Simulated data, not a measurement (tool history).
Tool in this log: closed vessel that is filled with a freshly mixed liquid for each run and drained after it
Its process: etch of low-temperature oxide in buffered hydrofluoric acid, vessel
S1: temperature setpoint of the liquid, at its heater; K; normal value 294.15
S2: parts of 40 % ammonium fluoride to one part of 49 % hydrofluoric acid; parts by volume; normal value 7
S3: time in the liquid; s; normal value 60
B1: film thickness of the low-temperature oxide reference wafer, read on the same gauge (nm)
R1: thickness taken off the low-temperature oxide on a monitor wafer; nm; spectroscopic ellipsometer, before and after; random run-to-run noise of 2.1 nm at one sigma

run 1 day=0 | S1=294.15 S2=7 S3=70 | B1=139.99 | R1=328.06
run 2 day=1.042 | S1=294.15 S2=7 S3=70 | B1=140.02 | R1=330.51
run 3 day=2.304 | S1=294.15 S2=7 S3=60 | B1=140.03 | R1=284.1
run 4 day=4.258 | S1=291.15 S2=7 S3=60 | B1=140 | R1=236.2
run 5 day=6.4 | S1=291.15 S2=7 S3=60 | B1=140.02 | R1=241.49
run 6 day=7.479 | S1=294.15 S2=5.5 S3=60 | B1=140.01 | R1=357.64
run 7 day=9.208 | S1=294.15 S2=9.5 S3=60 | B1=140.02 | R1=211.41
run 8 day=11.229 | S1=294.15 S2=7 S3=60 | B1=139.99 | R1=290.39
run 9 day=12.5 | S1=294.15 S2=7 S3=60 | B1=140.01 | R1=291.56
run 10 day=17.475 | S1=297.65 S2=7 S3=60 | B1=140.02 | R1=349.42
run 11 day=19.792 | S1=297.65 S2=7 S3=60 | B1=140.01 | R1=357.9
run 12 day=22.279 | S1=297.65 S2=7 S3=60 | B1=139.98 | R1=359.39
run 13 day=23.8 | S1=292.65 S2=7 S3=70 | B1=140 | R1=322.61
run 14 day=25.075 | S1=292.65 S2=7 S3=70 | B1=140.01 | R1=325.18
-- day=25.975 hydrofluoric acid flow meter replaced
run 15 day=27.817 | S1=294.15 S2=7 S3=60 | B1=139.99 | R1=284.88
run 16 day=29.712 | S1=294.15 S2=7 S3=60 | B1=140.04 | R1=285.05
run 17 day=30.929 | S1=294.15 S2=8 S3=75 | B1=139.98 | R1=307.45
run 18 day=31.95 | S1=294.15 S2=7 S3=35 | B1=140.02 | R1=167.57
run 19 day=33.683 | S1=294.15 S2=7 S3=60 | B1=139.98 | R1=281.41
run 20 day=36.492 | S1=291.15 S2=8 S3=60 | B1=140 | R1=213.3
run 21 day=39.275 | S1=294.15 S2=7 S3=60 | B1=140.02 | R1=290.17
-- day=41 gauge calibrated
run 22 day=42.142 | S1=294.15 S2=9.5 S3=80 | B1=140.02 | R1=286.76
-- day=42.742 thermometer replaced
run 23 day=45.1 | S1=290.15 S2=7 S3=30 | B1=139.98 | R1=101.76
run 24 day=47.333 | S1=296.15 S2=7 S3=35 | B1=139.98 | R1=169.45
run 25 day=49.504 | S1=296.15 S2=5 S3=60 | B1=140.02 | R1=381.53
run 26 day=52.279 | S1=292.15 S2=7 S3=60 | B1=140 | R1=232.19
run 27 day=53.429 | S1=294.15 S2=7 S3=60 | B1=139.97 | R1=259.96
run 28 day=54.5 | S1=294.15 S2=8 S3=45 | B1=140.01 | R1=170.75
run 29 day=57.208 | S1=294.15 S2=7 S3=85 | B1=140.02 | R1=374.3

3 options for the next run, each taken on its own from the tool as it stands now. Forecast them:
run A day=57.238 | S1=294.15 S2=7 S3=60 | B1=? | R1=?
run B day=57.238 | S1=296.65 S2=9 S3=95 | B1=? | R1=?
run C day=57.238 | S1=294.15 S2=5 S3=60 | B1=? | R1=?

run=A B1=139.98 R1=264.15
run=B B1=139.98 R1=367.84
run=C B1=139.98 R1=353.08
Stripped of hidden state, with their random variation kept, the same runs would have yielded:
run=A R1=249.71
run=B R1=345.69
run=C R1=333.08

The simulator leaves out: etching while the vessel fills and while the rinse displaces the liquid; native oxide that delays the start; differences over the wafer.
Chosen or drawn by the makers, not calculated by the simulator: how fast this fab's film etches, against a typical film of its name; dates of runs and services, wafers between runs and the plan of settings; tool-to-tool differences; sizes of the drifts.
